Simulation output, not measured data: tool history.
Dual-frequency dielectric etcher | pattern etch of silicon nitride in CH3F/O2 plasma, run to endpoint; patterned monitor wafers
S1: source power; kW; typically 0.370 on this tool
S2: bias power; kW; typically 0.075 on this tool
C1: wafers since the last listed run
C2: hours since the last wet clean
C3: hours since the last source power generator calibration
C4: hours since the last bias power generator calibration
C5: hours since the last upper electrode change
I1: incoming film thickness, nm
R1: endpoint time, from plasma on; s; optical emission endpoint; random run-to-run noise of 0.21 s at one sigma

run 1 hour=0.0 | S1=0.430 S2=0.075 | C1=0 C2=200.8 C3=1254.4 C4=1719.1 C5=3990.9 | I1=61.2 | R1=63.0
run 2 hour=11.7 | S1=0.320 S2=0.075 | C1=59 C2=212.5 C3=1266.1 C4=1730.8 C5=4002.6 | I1=62.4 | R1=73.0
run 3 hour=24.7 | S1=0.320 S2=0.075 | C1=65 C2=225.5 C3=1279.1 C4=1743.8 C5=4015.6 | I1=61.8 | R1=72.3
run 4 hour=34.3 | S1=0.320 S2=0.075 | C1=48 C2=235.1 C3=1288.7 C4=1753.4 C5=4025.2 | I1=62.0 | R1=72.7
run 5 hour=42.8 | S1=0.330 S2=0.085 | C1=42 C2=243.6 C3=1297.2 C4=1761.9 C5=4033.7 | I1=62.2 | R1=70.2
run 6 hour=53.1 | S1=0.330 S2=0.085 | C1=51 C2=253.9 C3=1307.5 C4=1772.2 C5=4044.0 | I1=62.5 | R1=70.4
-- hour=88.9 upper electrode replaced
run 7 hour=89.4 | S1=0.330 S2=0.085 | C1=62 C2=290.2 C3=1343.8 C4=1808.5 C5=0.5 | I1=61.6 | R1=68.9
run 8 hour=89.8 | S1=0.370 S2=0.075 | C1=2 C2=290.6 C3=1344.2 C4=1808.9 C5=0.9 | I1=62.2 | R1=67.9
run 9 hour=98.2 | S1=0.370 S2=0.080 | C1=42 C2=299.0 C3=1352.6 C4=1817.3 C5=9.3 | I1=61.7 | R1=66.1
-- hour=119.7 bias power generator calibrated
-- hour=131.5 wet clean of the chamber
run 10 hour=132.0 | S1=0.370 S2=0.080 | C1=90 C2=0.5 C3=1386.4 C4=12.3 C5=43.1 | I1=61.5 | R1=67.7
run 11 hour=132.3 | S1=0.310 S2=0.083 | C1=1 C2=0.8 C3=1386.7 C4=12.6 C5=43.4 | I1=61.9 | R1=73.3
run 12 hour=132.7 | S1=0.280 S2=0.083 | C1=2 C2=1.2 C3=1387.1 C4=13.0 C5=43.8 | I1=61.5 | R1=76.4
-- hour=141.2 source power generator calibrated
run 13 hour=145.1 | S1=0.460 S2=0.062 | C1=42 C2=13.6 C3=3.9 C4=25.4 C5=56.2 | I1=61.4 | R1=64.0
run 14 hour=160.3 | S1=0.370 S2=0.075 | C1=76 C2=28.8 C3=19.1 C4=40.6 C5=71.4 | I1=62.3 | R1=68.9
run 15 hour=177.4 | S1=0.280 S2=0.075 | C1=86 C2=45.9 C3=36.2 C4=57.7 C5=88.5 | I1=61.3 | R1=76.7
run 16 hour=188.1 | S1=0.370 S2=0.080 | C1=54 C2=56.6 C3=46.9 C4=68.4 C5=99.2 | I1=61.5 | R1=66.9
run 17 hour=203.8 | S1=0.420 S2=0.068 | C1=79 C2=72.3 C3=62.6 C4=84.1 C5=114.9 | I1=60.9 | R1=64.6
run 18 hour=215.9 | S1=0.320 S2=0.075 | C1=61 C2=84.4 C3=74.7 C4=96.2 C5=127.0 | I1=62.1 | R1=72.8
run 19 hour=222.7 | S1=0.330 S2=0.081 | C1=34 C2=91.2 C3=81.5 C4=103.0 C5=133.8 | I1=61.7 | R1=70.6
run 20 hour=229.5 | S1=0.370 S2=0.075 | C1=34 C2=98.0 C3=88.3 C4=109.8 C5=140.6 | I1=61.4 | R1=67.6

Alternative continuations, all from the tool just after run 20; predict every row:
run A hour=230.0 | S1=0.370 S2=0.075 | C1=2 C2=98.5 C3=88.8 C4=110.3 C5=141.1 | I1=61.2 | R1=?
run B hour=230.0 | S1=0.370 S2=0.087 | C1=2 C2=98.5 C3=88.8 C4=110.3 C5=141.1 | I1=61.2 | R1=?
run C hour=230.0 | S1=0.450 S2=0.066 | C1=2 C2=98.5 C3=88.8 C4=110.3 C5=141.1 | I1=61.2 | R1=?
run D hour=230.0 | S1=0.440 S2=0.091 | C1=2 C2=98.5 C3=88.8 C4=110.3 C5=141.1 | I1=61.2 | R1=?

run=A R1=67.4
run=B R1=65.6
run=C R1=63.2
run=D R1=60.3
With the hidden condition removed and each run's random variation left untouched, the same runs would have given:
run=A R1=68.8
run=B R1=66.9
run=C R1=64.5
run=D R1=61.5
